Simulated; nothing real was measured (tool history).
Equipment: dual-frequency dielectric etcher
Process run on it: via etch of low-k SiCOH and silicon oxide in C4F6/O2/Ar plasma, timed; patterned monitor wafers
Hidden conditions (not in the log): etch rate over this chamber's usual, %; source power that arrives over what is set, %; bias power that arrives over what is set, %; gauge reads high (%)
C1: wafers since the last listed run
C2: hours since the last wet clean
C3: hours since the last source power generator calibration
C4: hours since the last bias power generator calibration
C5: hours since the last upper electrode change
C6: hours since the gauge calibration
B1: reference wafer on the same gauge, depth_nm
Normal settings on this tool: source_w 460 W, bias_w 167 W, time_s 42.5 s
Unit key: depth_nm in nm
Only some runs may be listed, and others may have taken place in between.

{"run": 1, "day": 0.0, "source_w": 510, "bias_w": 167, "time_s": 42.5, "C1": 0, "C2": 208.7, "C3": 4409.9, "C4": 2773.9, "C5": 1507.5, "C6": 1004.5, "B1": 124, "depth_nm": 127.8}
{"day": 2.575, "done": "source power generator calibrated"}
{"run": 2, "day": 2.888, "source_w": 460, "bias_w": 167, "time_s": 42.5, "C1": 1065, "C2": 278, "C3": 7.5, "C4": 2843.2, "C5": 1576.8, "C6": 1073.8, "B1": 124.2, "depth_nm": 123.6}
{"run": 3, "day": 7.054, "source_w": 460, "bias_w": 167, "time_s": 42.5, "C1": 1632, "C2": 378, "C3": 107.5, "C4": 2943.2, "C5": 1676.8, "C6": 1173.8, "B1": 124.1, "depth_nm": 123.7}
{"run": 4, "day": 9.383, "source_w": 460, "bias_w": 167, "time_s": 42.5, "C1": 912, "C2": 433.9, "C3": 163.4, "C4": 2999.1, "C5": 1732.7, "C6": 1229.7, "B1": 124.2, "depth_nm": 123.4}
{"day": 9.579, "done": "gauge calibrated"}
{"day": 10.738, "done": "bias power generator calibrated"}
{"run": 5, "day": 11.442, "source_w": 460, "bias_w": 167, "time_s": 42.5, "C1": 741, "C2": 483.3, "C3": 212.8, "C4": 16.9, "C5": 1782.1, "C6": 44.7, "B1": 124, "depth_nm": 122.4}
{"run": 6, "day": 13.642, "source_w": 460, "bias_w": 167, "time_s": 42.5, "C1": 861, "C2": 536.1, "C3": 265.6, "C4": 69.7, "C5": 1834.9, "C6": 97.5, "B1": 124, "depth_nm": 123.9}
{"day": 15.871, "done": "wet clean of the chamber"}
{"run": 7, "day": 16.483, "source_w": 460, "bias_w": 167, "time_s": 42.5, "C1": 721, "C2": 14.7, "C3": 333.8, "C4": 137.9, "C5": 1903.1, "C6": 165.7, "B1": 124, "depth_nm": 123.5}
{"day": 20.317, "done": "upper electrode replaced"}
{"run": 8, "day": 20.338, "source_w": 460, "bias_w": 167, "time_s": 49, "C1": 1118, "C2": 107.2, "C3": 426.3, "C4": 230.4, "C5": 0.5, "C6": 258.2, "B1": 124.2, "depth_nm": 142.2}
{"run": 9, "day": 22.579, "source_w": 420, "bias_w": 167, "time_s": 53, "C1": 878, "C2": 161, "C3": 480.1, "C4": 284.2, "C5": 54.3, "C6": 312, "B1": 124, "depth_nm": 150.4}
{"run": 10, "day": 24.583, "source_w": 460, "bias_w": 132, "time_s": 35.5, "C1": 785, "C2": 209.1, "C3": 528.2, "C4": 332.3, "C5": 102.4, "C6": 360.1, "B1": 124, "depth_nm": 98.6}
{"run": 11, "day": 30.183, "source_w": 360, "bias_w": 192, "time_s": 34, "C1": 2193, "C2": 343.5, "C3": 662.6, "C4": 466.7, "C5": 236.8, "C6": 494.5, "B1": 124.3, "depth_nm": 94.6}
{"run": 12, "day": 32.012, "source_w": 380, "bias_w": 167, "time_s": 32.5, "C1": 716, "C2": 387.4, "C3": 706.5, "C4": 510.6, "C5": 280.7, "C6": 538.4, "B1": 124.1, "depth_nm": 88.1}
{"day": 34.867, "done": "wet clean of the chamber"}
{"run": 13, "day": 36.362, "source_w": 510, "bias_w": 167, "time_s": 42.5, "C1": 1312, "C2": 35.9, "C3": 810.9, "C4": 615, "C5": 385.1, "C6": 642.8, "B1": 124.1, "depth_nm": 127.9}
{"run": 14, "day": 39.4, "source_w": 460, "bias_w": 132, "time_s": 42.5, "C1": 1189, "C2": 108.8, "C3": 883.8, "C4": 687.9, "C5": 458, "C6": 715.7, "B1": 124.1, "depth_nm": 116.9}
{"run": 15, "day": 41.488, "source_w": 460, "bias_w": 167, "time_s": 30.5, "C1": 817, "C2": 158.9, "C3": 933.9, "C4": 738, "C5": 508.1, "C6": 765.8, "B1": 123.9, "depth_nm": 89}
{"run": 16, "day": 44.558, "source_w": 460, "bias_w": 167, "time_s": 39, "C1": 1202, "C2": 232.6, "C3": 1007.6, "C4": 811.7, "C5": 581.8, "C6": 839.5, "B1": 124, "depth_nm": 112.7}
{"run": 17, "day": 48.267, "source_w": 460, "bias_w": 167, "time_s": 42.5, "C1": 1452, "C2": 321.6, "C3": 1096.6, "C4": 900.7, "C5": 670.8, "C6": 928.5, "B1": 123.9, "depth_nm": 122.9}
{"run": 18, "day": 51.188, "source_w": 400, "bias_w": 208, "time_s": 33.5, "C1": 1144, "C2": 391.7, "C3": 1166.7, "C4": 970.8, "C5": 740.9, "C6": 998.6, "B1": 124.3, "depth_nm": 98.3}
{"run": 19, "day": 53.492, "source_w": 460, "bias_w": 167, "time_s": 52, "C1": 902, "C2": 447, "C3": 1222, "C4": 1026.1, "C5": 796.2, "C6": 1053.9, "B1": 124, "depth_nm": 151}
{"day": 55.275, "done": "wet clean of the chamber"}
{"run": 20, "day": 56.221, "source_w": 460, "bias_w": 194, "time_s": 53, "C1": 677, "C2": 22.7, "C3": 1287.5, "C4": 1091.6, "C5": 861.7, "C6": 1119.4, "B1": 123.7, "depth_nm": 158.5}
{"day": 57.446, "done": "gauge calibrated"}
{"run": 21, "day": 58.208, "source_w": 420, "bias_w": 155, "time_s": 52, "C1": 778, "C2": 70.4, "C3": 1335.2, "C4": 1139.3, "C5": 909.4, "C6": 18.3, "B1": 123.9, "depth_nm": 144.2}
{"run": 22, "day": 59.783, "source_w": 460, "bias_w": 147, "time_s": 42.5, "C1": 616, "C2": 108.2, "C3": 1373, "C4": 1177.1, "C5": 947.2, "C6": 56.1, "B1": 123.7, "depth_nm": 120.1}
{"run": 23, "day": 64.129, "source_w": 460, "bias_w": 139, "time_s": 35.5, "C1": 1702, "C2": 212.5, "C3": 1477.3, "C4": 1281.4, "C5": 1051.5, "C6": 160.4, "B1": 124, "depth_nm": 99.4}
{"run": 24, "day": 67.271, "source_w": 460, "bias_w": 167, "time_s": 42.5, "C1": 1230, "C2": 287.9, "C3": 1552.7, "C4": 1356.8, "C5": 1126.9, "C6": 235.8, "B1": 123.7, "depth_nm": 124.2}
{"run": 25, "day": 68.892, "source_w": 460, "bias_w": 167, "time_s": 42.5, "C1": 634, "C2": 326.8, "C3": 1591.6, "C4": 1395.7, "C5": 1165.8, "C6": 274.7, "B1": 124, "depth_nm": 124}
{"run": 26, "day": 71.0, "source_w": 490, "bias_w": 183, "time_s": 33, "C1": 825, "C2": 377.4, "C3": 1642.2, "C4": 1446.3, "C5": 1216.4, "C6": 325.3, "B1": 124, "depth_nm": 99.5}
{"run": 27, "day": 72.508, "source_w": 430, "bias_w": 200, "time_s": 42.5, "C1": 590, "C2": 413.6, "C3": 1678.4, "C4": 1482.5, "C5": 1252.6, "C6": 361.5, "B1": 124.2, "depth_nm": 124.9}
{"day": 76.092, "done": "wet clean of the chamber"}
{"run": 28, "day": 76.112, "source_w": 370, "bias_w": 167, "time_s": 34, "C1": 1020, "C2": 0.5, "C3": 1764.9, "C4": 1569, "C5": 1339.1, "C6": 448, "B1": 123.9, "depth_nm": 92.2}

Below are 5 alternative next runs, each starting from the tool's condition after run 28. Predict each:
{"run": "A", "day": 76.129, "source_w": 460, "bias_w": 149, "time_s": 42.5, "C1": 6, "C2": 0.9, "C3": 1765.3, "C4": 1569.4, "C5": 1339.5, "C6": 448.4, "B1": "?", "depth_nm": "?"}
{"run": "B", "day": 76.129, "source_w": 520, "bias_w": 167, "time_s": 49, "C1": 6, "C2": 0.9, "C3": 1765.3, "C4": 1569.4, "C5": 1339.5, "C6": 448.4, "B1": "?", "depth_nm": "?"}
{"run": "C", "day": 76.129, "source_w": 420, "bias_w": 167, "time_s": 30, "C1": 6, "C2": 0.9, "C3": 1765.3, "C4": 1569.4, "C5": 1339.5, "C6": 448.4, "B1": "?", "depth_nm": "?"}
{"run": "D", "day": 76.129, "source_w": 430, "bias_w": 196, "time_s": 55.5, "C1": 6, "C2": 0.9, "C3": 1765.3, "C4": 1569.4, "C5": 1339.5, "C6": 448.4, "B1": "?", "depth_nm": "?"}
{"run": "E", "day": 76.129, "source_w": 420, "bias_w": 167, "time_s": 42.5, "C1": 6, "C2": 0.9, "C3": 1765.3, "C4": 1569.4, "C5": 1339.5, "C6": 448.4, "B1": "?", "depth_nm": "?"}

run=A B1=123.9 depth_nm=121.1
run=B B1=123.9 depth_nm=148.7
run=C B1=123.9 depth_nm=85.2
run=D B1=123.9 depth_nm=164.6
run=E B1=123.9 depth_nm=120.7
Had the tool no hidden state, the same runs would have come out as:
run=A depth_nm=121.1
run=B depth_nm=148.7
run=C depth_nm=85.2
run=D depth_nm=164.6
run=E depth_nm=120.7
